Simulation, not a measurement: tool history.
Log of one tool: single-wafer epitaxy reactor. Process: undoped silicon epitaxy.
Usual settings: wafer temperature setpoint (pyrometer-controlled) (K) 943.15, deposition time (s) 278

run,day,wafer temperature setpoint (pyrometer-controlled) (K),deposition time (s),"read-back reference wafer on the same gauge, thickness_nm",mean film thickness on the monitor wafer (nm)
1,0,943.15,278,75.031,74.609
2,0.517,943.15,278,75.107,74.922
3,1.038,943.15,278,75.149,75.191
4,1.642,943.15,278,75.142,74.937
5,2.2,943.15,278,74.88,75.532
6,5.817,943.15,278,75.127,75.225
7,6.946,943.15,245,75.181,65.469
8,8.312,943.15,245,75.202,66.514
9,9,943.15,245,74.992,65.177
10,9.596,943.15,278,74.934,73.481
11,10.592,943.15,278,74.993,74.998
12,11.321,943.15,278,75.089,74.07
13,12.704,932.15,315,75.111,68.142
14,13.779,943.15,278,75.154,73.168
15,14.383,943.15,278,75.045,73.552
16,15.883,933.15,262,75.047,56.504
17,16.846,933.15,262,75.204,56.291
18,17.625,930.15,224,75.162,48.015
19,19.075,934.15,251,75.089,58.357
20,19.871,943.15,278,75.008,76.979
21,20.404,928.15,320,75.153,66.139
22,21.196,935.15,235,74.937,55.311
23,21.783,943.15,278,75.103,77.092
24,22.662,943.15,230,75.043,63.587
25,23.608,937.15,232,74.922,57.315
26,25.788,933.15,224,75.157,50.715
27,26.654,948.15,278,75.076,84.652
28,27.529,955.15,313,75.154,109.244
29,28.108,943.15,278,74.893,76.375
30,29.146,955.15,278,75.229,96.864
31,29.942,931.15,278,75.23,60.911
32,31.429,951.15,329,74.987,105.095
33,32.425,943.15,278,75.243,76.313
34,33.579,943.15,333,75.155,91.218

Taken out of this log: 3 entries between the listed runs. Where each belongs, and how the hidden state differs across it:
Between runs 2 and 3: gauge calibrated (day 1)
  wafer temperature above the value expected at the setpoint (K): -0.769 -> -0.81
  measured less the result without the state, mean film thickness on the monitor wafer (nm): -1.125 -> -1.19
Between runs 17 and 18: pyrometer calibrated (day 17.183)
  wafer temperature above the value expected at the setpoint (K): -2.57 -> 0.078
  measured less the result without the state, mean film thickness on the monitor wafer (nm): -2.944 -> +0.074
Between runs 24 and 25: gauge calibrated (day 23.283)
  wafer temperature above the value expected at the setpoint (K): 0.0188 -> -0.0036
  measured less the result without the state, mean film thickness on the monitor wafer (nm): +0.023 -> -0.004
